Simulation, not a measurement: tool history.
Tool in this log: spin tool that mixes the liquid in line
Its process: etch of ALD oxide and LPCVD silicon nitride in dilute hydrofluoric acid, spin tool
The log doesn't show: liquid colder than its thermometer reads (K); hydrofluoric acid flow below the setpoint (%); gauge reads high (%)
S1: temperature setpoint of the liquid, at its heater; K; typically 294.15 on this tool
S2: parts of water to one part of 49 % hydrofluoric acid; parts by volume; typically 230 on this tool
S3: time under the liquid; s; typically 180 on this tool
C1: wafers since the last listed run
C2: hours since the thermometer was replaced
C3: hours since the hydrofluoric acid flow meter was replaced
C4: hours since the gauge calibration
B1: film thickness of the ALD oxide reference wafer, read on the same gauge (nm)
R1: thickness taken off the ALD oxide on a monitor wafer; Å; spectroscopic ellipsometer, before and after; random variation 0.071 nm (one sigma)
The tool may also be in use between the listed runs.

{"run": 1, "day": 0.0, "S1": 294.15, "S2": 170, "S3": 180, "C1": 0, "C2": 748.7, "C3": 802.7, "C4": 75.7, "B1": 130, "R1": 95.3}
{"run": 2, "day": 0.292, "S1": 294.15, "S2": 170, "S3": 180, "C1": 50, "C2": 755.7, "C3": 809.7, "C4": 82.7, "B1": 130.03, "R1": 96.3}
{"run": 3, "day": 0.95, "S1": 294.15, "S2": 170, "S3": 180, "C1": 113, "C2": 771.5, "C3": 825.5, "C4": 98.5, "B1": 130, "R1": 96.5}
{"run": 4, "day": 1.654, "S1": 294.15, "S2": 230, "S3": 210, "C1": 121, "C2": 788.4, "C3": 842.4, "C4": 115.4, "B1": 129.99, "R1": 77.4}
{"run": 5, "day": 3.358, "S1": 294.15, "S2": 230, "S3": 210, "C1": 293, "C2": 829.3, "C3": 883.3, "C4": 156.3, "B1": 129.97, "R1": 76.6}
{"run": 6, "day": 3.804, "S1": 294.15, "S2": 230, "S3": 210, "C1": 76, "C2": 840, "C3": 894, "C4": 167, "B1": 130.02, "R1": 76.2}
{"run": 7, "day": 4.133, "S1": 294.15, "S2": 230, "S3": 180, "C1": 56, "C2": 847.9, "C3": 901.9, "C4": 174.9, "B1": 129.95, "R1": 66.3}
{"run": 8, "day": 4.571, "S1": 294.15, "S2": 230, "S3": 180, "C1": 75, "C2": 858.4, "C3": 912.4, "C4": 185.4, "B1": 130.05, "R1": 66}
{"run": 9, "day": 5.279, "S1": 294.15, "S2": 230, "S3": 180, "C1": 122, "C2": 875.4, "C3": 929.4, "C4": 202.4, "B1": 130.04, "R1": 64.9}
{"run": 10, "day": 5.954, "S1": 294.15, "S2": 230, "S3": 180, "C1": 116, "C2": 891.6, "C3": 945.6, "C4": 218.6, "B1": 130.05, "R1": 66.9}
{"run": 11, "day": 6.342, "S1": 294.15, "S2": 230, "S3": 180, "C1": 66, "C2": 900.9, "C3": 954.9, "C4": 227.9, "B1": 130.02, "R1": 66.4}
{"day": 6.396, "done": "hydrofluoric acid flow meter replaced"}
{"run": 12, "day": 6.746, "S1": 294.15, "S2": 230, "S3": 180, "C1": 62, "C2": 910.6, "C3": 8.4, "C4": 237.6, "B1": 129.98, "R1": 64.8}
{"run": 13, "day": 7.229, "S1": 291.15, "S2": 230, "S3": 245, "C1": 83, "C2": 922.2, "C3": 20, "C4": 249.2, "B1": 129.98, "R1": 78.3}
{"run": 14, "day": 7.833, "S1": 294.15, "S2": 335, "S3": 225, "C1": 104, "C2": 936.7, "C3": 34.5, "C4": 263.7, "B1": 130.01, "R1": 51.6}
{"run": 15, "day": 8.346, "S1": 291.15, "S2": 140, "S3": 270, "C1": 88, "C2": 949, "C3": 46.8, "C4": 276, "B1": 129.95, "R1": 155.8}
{"day": 8.612, "done": "thermometer replaced"}
{"day": 8.683, "done": "gauge calibrated"}
{"run": 16, "day": 9.054, "S1": 290.15, "S2": 140, "S3": 115, "C1": 114, "C2": 10.6, "C3": 63.8, "C4": 8.9, "B1": 129.99, "R1": 71.6}
{"run": 17, "day": 9.708, "S1": 290.15, "S2": 230, "S3": 145, "C1": 112, "C2": 26.3, "C3": 79.5, "C4": 24.6, "B1": 129.98, "R1": 50}
{"run": 18, "day": 10.296, "S1": 294.15, "S2": 230, "S3": 180, "C1": 101, "C2": 40.4, "C3": 93.6, "C4": 38.7, "B1": 129.99, "R1": 73.6}
{"run": 19, "day": 10.683, "S1": 294.15, "S2": 230, "S3": 180, "C1": 66, "C2": 49.7, "C3": 102.9, "C4": 48, "B1": 130.03, "R1": 72.9}

For run 20, what comes out?
{"run": 20, "day": 10.971, "S1": 298.15, "S2": 230, "S3": 235, "C1": 49, "C2": 56.6, "C3": 109.8, "C4": 54.9, "B1": "?", "R1": "?"}

B1: 129.99
R1: 111.2 Å
Were there no unlogged condition in the tool, this run, its random variation unchanged, would have produced R1 112.8 Å.
